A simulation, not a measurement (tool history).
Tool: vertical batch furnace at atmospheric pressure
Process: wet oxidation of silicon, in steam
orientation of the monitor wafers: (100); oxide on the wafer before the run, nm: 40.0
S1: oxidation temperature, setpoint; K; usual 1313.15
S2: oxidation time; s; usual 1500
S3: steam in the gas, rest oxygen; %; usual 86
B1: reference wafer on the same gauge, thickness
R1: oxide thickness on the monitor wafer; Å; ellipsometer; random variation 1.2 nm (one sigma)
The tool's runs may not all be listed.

run,hour,S1,S2,S3,B1,R1
1,0.0,1313.15,1500,86,378.87,3243.2
2,55.4,1313.15,1500,86,379.26,3226.0
3,122.8,1313.15,1500,86,379.18,3205.0
4,175.4,1313.15,1500,86,378.77,3220.8
5,222.6,1313.15,1500,86,379.01,3198.2
6,266.6,1313.15,1500,86,378.95,3197.8
# hour 305.7: thermocouples replaced and temperature profile calibrated
7,314.0,1313.15,1500,86,378.96,3196.4
8,351.2,1313.15,1500,86,379.30,3173.0
9,392.3,1313.15,1500,86,379.27,3169.3
10,443.8,1313.15,1500,86,379.31,3162.1
11,508.6,1321.15,2100,80,379.40,3916.4
12,553.8,1313.15,1500,86,379.04,3157.2
13,601.1,1334.15,1500,86,378.63,3562.2
# hour 609.5: gauge calibrated
14,645.2,1303.15,990,75,378.99,2097.7
15,685.9,1313.15,1500,86,378.92,3159.2
# hour 716.4: steam generator serviced
16,726.5,1332.15,2040,94,379.40,4724.7
17,790.9,1332.15,2040,94,379.41,4702.8
18,815.0,1313.15,1500,86,379.07,3317.1
19,841.4,1335.15,1080,76,379.05,2888.4
20,882.8,1289.15,1500,80,379.26,2704.3
21,952.1,1330.15,1500,91,378.83,3804.5

Forecast each of these 4 alternatives for the next run:
A,956.9,1313.15,1500,86,?,?
B,956.9,1289.15,2190,86,?,?
C,956.9,1313.15,1230,86,?,?
D,956.9,1313.15,1500,97,?,?

run,B1,R1
A,379.04,3330.4
B,379.04,3624.1
C,379.04,2941.9
D,379.04,3589.7
Without the tool's hidden state the same runs would have given:
run,R1
A,3338.7
B,3633.3
C,2949.3
D,3598.6
